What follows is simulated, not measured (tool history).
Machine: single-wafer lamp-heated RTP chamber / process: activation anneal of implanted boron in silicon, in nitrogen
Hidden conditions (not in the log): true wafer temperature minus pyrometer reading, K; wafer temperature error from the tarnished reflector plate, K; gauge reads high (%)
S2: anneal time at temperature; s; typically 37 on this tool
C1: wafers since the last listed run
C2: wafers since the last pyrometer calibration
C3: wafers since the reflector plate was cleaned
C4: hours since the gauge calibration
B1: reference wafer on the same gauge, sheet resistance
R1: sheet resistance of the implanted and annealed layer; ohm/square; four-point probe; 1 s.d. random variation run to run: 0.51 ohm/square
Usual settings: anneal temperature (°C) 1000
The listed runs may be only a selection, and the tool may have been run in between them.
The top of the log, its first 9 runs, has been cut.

run 10 hour=322.0 | anneal_temperature_(°C)=1000 S2=37 | C1=476 C2=1998 C3=1211 C4=1444.1 | B1=379.83 | R1=324.30
run 11 hour=357.1 | anneal_temperature_(°C)=1000 S2=37 | C1=485 C2=2483 C3=1696 C4=1479.2 | B1=380.01 | R1=323.47
run 12 hour=390.9 | anneal_temperature_(°C)=1000 S2=37 | C1=467 C2=2950 C3=2163 C4=1513.0 | B1=380.14 | R1=324.77
-- hour=399.5 gauge calibrated
-- hour=418.2 pyrometer window cleaned and pyrometer calibrated
run 13 hour=422.8 | anneal_temperature_(°C)=1016 S2=44 | C1=330 C2=63 C3=2494 C4=23.3 | B1=379.88 | R1=320.77
run 14 hour=440.5 | anneal_temperature_(°C)=970 S2=23 | C1=244 C2=308 C3=2738 C4=41.0 | B1=380.07 | R1=339.72
run 15 hour=457.7 | anneal_temperature_(°C)=1021 S2=43 | C1=237 C2=545 C3=2976 C4=58.2 | B1=379.71 | R1=321.87
run 16 hour=479.0 | anneal_temperature_(°C)=1000 S2=37 | C1=294 C2=840 C3=3270 C4=79.5 | B1=379.87 | R1=323.75
-- hour=494.7 reflector plate cleaned, repeated, since the last time left the tool worse
run 17 hour=495.2 | anneal_temperature_(°C)=978 S2=19 | C1=113 C2=953 C3=6 C4=95.7 | B1=379.86 | R1=342.42
run 18 hour=517.6 | anneal_temperature_(°C)=1013 S2=58 | C1=309 C2=1263 C3=316 C4=118.1 | B1=379.85 | R1=322.52
run 19 hour=551.6 | anneal_temperature_(°C)=1009 S2=37 | C1=469 C2=1733 C3=786 C4=152.1 | B1=379.85 | R1=323.69
run 20 hour=564.6 | anneal_temperature_(°C)=1000 S2=37 | C1=179 C2=1912 C3=965 C4=165.1 | B1=379.96 | R1=326.07
run 21 hour=597.9 | anneal_temperature_(°C)=1000 S2=37 | C1=460 C2=2372 C3=1426 C4=198.4 | B1=379.94 | R1=327.15
run 22 hour=621.5 | anneal_temperature_(°C)=978 S2=50 | C1=326 C2=2699 C3=1752 C4=222.0 | B1=379.85 | R1=334.14
run 23 hour=642.1 | anneal_temperature_(°C)=1000 S2=37 | C1=284 C2=2983 C3=2037 C4=242.6 | B1=379.99 | R1=326.32
run 24 hour=673.0 | anneal_temperature_(°C)=1000 S2=37 | C1=427 C2=3410 C3=2464 C4=273.5 | B1=380.17 | R1=325.03
run 25 hour=694.6 | anneal_temperature_(°C)=1012 S2=16 | C1=298 C2=3709 C3=2762 C4=295.1 | B1=380.09 | R1=325.29
-- hour=715.7 pyrometer window cleaned and pyrometer calibrated
run 26 hour=725.3 | anneal_temperature_(°C)=1011 S2=57 | C1=313 C2=132 C3=3076 C4=325.8 | B1=380.16 | R1=322.59
run 27 hour=775.8 | anneal_temperature_(°C)=1025 S2=45 | C1=697 C2=830 C3=3774 C4=376.3 | B1=380.14 | R1=320.73

The next listed run, before its measurement:
run 28 hour=809.7 | anneal_temperature_(°C)=980 S2=25 | C1=468 C2=1298 C3=4242 C4=410.2 | B1=? | R1=?

Run 28 gave B1 380.25, R1 337.28 ohm/square.
Without the tool's hidden state the same run would have given R1 338.91 ohm/square.

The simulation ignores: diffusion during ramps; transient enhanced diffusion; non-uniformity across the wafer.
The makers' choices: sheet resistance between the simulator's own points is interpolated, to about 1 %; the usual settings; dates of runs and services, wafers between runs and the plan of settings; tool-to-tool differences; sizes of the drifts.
